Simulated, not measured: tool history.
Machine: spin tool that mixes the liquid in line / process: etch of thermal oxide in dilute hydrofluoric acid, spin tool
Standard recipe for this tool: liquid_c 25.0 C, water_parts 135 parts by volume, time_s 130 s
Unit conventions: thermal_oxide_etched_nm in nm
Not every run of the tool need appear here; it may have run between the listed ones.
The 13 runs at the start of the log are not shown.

| run | day | liquid_c | water_parts | time_s | wafers since the last listed run | hours since the thermometer was replaced | hours since the hydrofluoric acid flow meter was replaced | hours since the gauge calibration | read-back film thickness of the thermal oxide reference wafer, read on the same gauge (nm) | thermal_oxide_etched_nm |
|---|---|---|---|---|---|---|---|---|---|---|
|  | 11.700 | gauge calibrated |
| 14 | 12.788 | 25.0 | 135 | 130 | 218 | 377.8 | 1999.5 | 26.1 | 109.993 | 5.474 |
| 15 | 13.996 | 28.0 | 135 | 80 | 236 | 406.8 | 2028.5 | 55.1 | 109.985 | 3.780 |
| 16 | 15.412 | 21.0 | 100 | 110 | 277 | 440.8 | 2062.5 | 89.1 | 109.983 | 5.516 |
| 17 | 16.267 | 25.0 | 135 | 130 | 167 | 461.3 | 2083.0 | 109.6 | 109.978 | 5.485 |
| 18 | 17.292 | 23.5 | 135 | 130 | 200 | 485.9 | 2107.6 | 134.2 | 109.986 | 5.095 |
|  | 17.904 | hydrofluoric acid flow meter replaced |
| 19 | 19.138 | 22.0 | 95 | 110 | 352 | 530.2 | 29.6 | 178.5 | 109.968 | 5.633 |
| 20 | 20.446 | 29.0 | 170 | 155 | 255 | 561.6 | 61.0 | 209.9 | 110.024 | 5.298 |
| 21 | 21.033 | 25.0 | 155 | 130 | 114 | 575.7 | 75.1 | 224.0 | 109.999 | 4.269 |
|  | 21.642 | thermometer replaced |
| 22 | 22.525 | 25.0 | 135 | 130 | 283 | 21.2 | 110.9 | 259.8 | 109.989 | 5.262 |
| 23 | 23.917 | 25.0 | 135 | 130 | 272 | 54.6 | 144.3 | 293.2 | 110.024 | 5.241 |
| 24 | 24.600 | 25.0 | 135 | 130 | 133 | 71.0 | 160.7 | 309.6 | 110.044 | 5.239 |
| 25 | 25.988 | 25.0 | 200 | 130 | 271 | 104.3 | 194.0 | 342.9 | 109.996 | 3.279 |
| 26 | 27.050 | 29.0 | 80 | 180 | 207 | 129.8 | 219.5 | 368.4 | 110.012 | 15.349 |
| 27 | 27.862 | 25.0 | 135 | 130 | 158 | 149.3 | 239.0 | 387.9 | 109.992 | 5.208 |
| 28 | 29.138 | 23.0 | 70 | 80 | 249 | 179.9 | 269.6 | 418.5 | 110.014 | 6.155 |
| 29 | 30.350 | 27.0 | 135 | 90 | 237 | 209.0 | 298.7 | 447.6 | 110.003 | 3.912 |
| 30 | 31.492 | 25.0 | 105 | 130 | 223 | 236.4 | 326.1 | 475.0 | 109.957 | 6.931 |
| 31 | 32.004 | 25.0 | 135 | 130 | 100 | 248.7 | 338.4 | 487.3 | 110.032 | 5.190 |
| 32 | 33.358 | 25.0 | 170 | 195 | 264 | 281.2 | 370.9 | 519.8 | 109.991 | 5.987 |
| 33 | 34.312 | 23.5 | 85 | 180 | 186 | 304.1 | 393.8 | 542.7 | 109.972 | 11.438 |
| 34 | 35.462 | 25.0 | 165 | 130 | 224 | 331.7 | 421.4 | 570.3 | 109.994 | 4.099 |
| 35 | 36.854 | 27.5 | 135 | 130 | 272 | 365.1 | 454.8 | 603.7 | 109.997 | 5.729 |

Each row is a separate what-if for the run after 35, all from the same tool condition, not one after another. Results?
| A | 36.875 | 22.0 | 135 | 130 | 4 | 365.6 | 455.3 | 604.2 | ? | ? |
| B | 36.875 | 25.0 | 135 | 90 | 4 | 365.6 | 455.3 | 604.2 | ? | ? |
| C | 36.875 | 25.0 | 95 | 130 | 4 | 365.6 | 455.3 | 604.2 | ? | ? |

| run | read-back film thickness of the thermal oxide reference wafer, read on the same gauge (nm) | thermal_oxide_etched_nm |
|---|---|---|
| A | 110.006 | 4.575 |
| B | 110.006 | 3.561 |
| C | 110.006 | 7.669 |
With no hidden state in the tool, these same runs would have given:
| run | thermal_oxide_etched_nm |
|---|---|
| A | 4.607 |
| B | 3.583 |
| C | 7.726 |
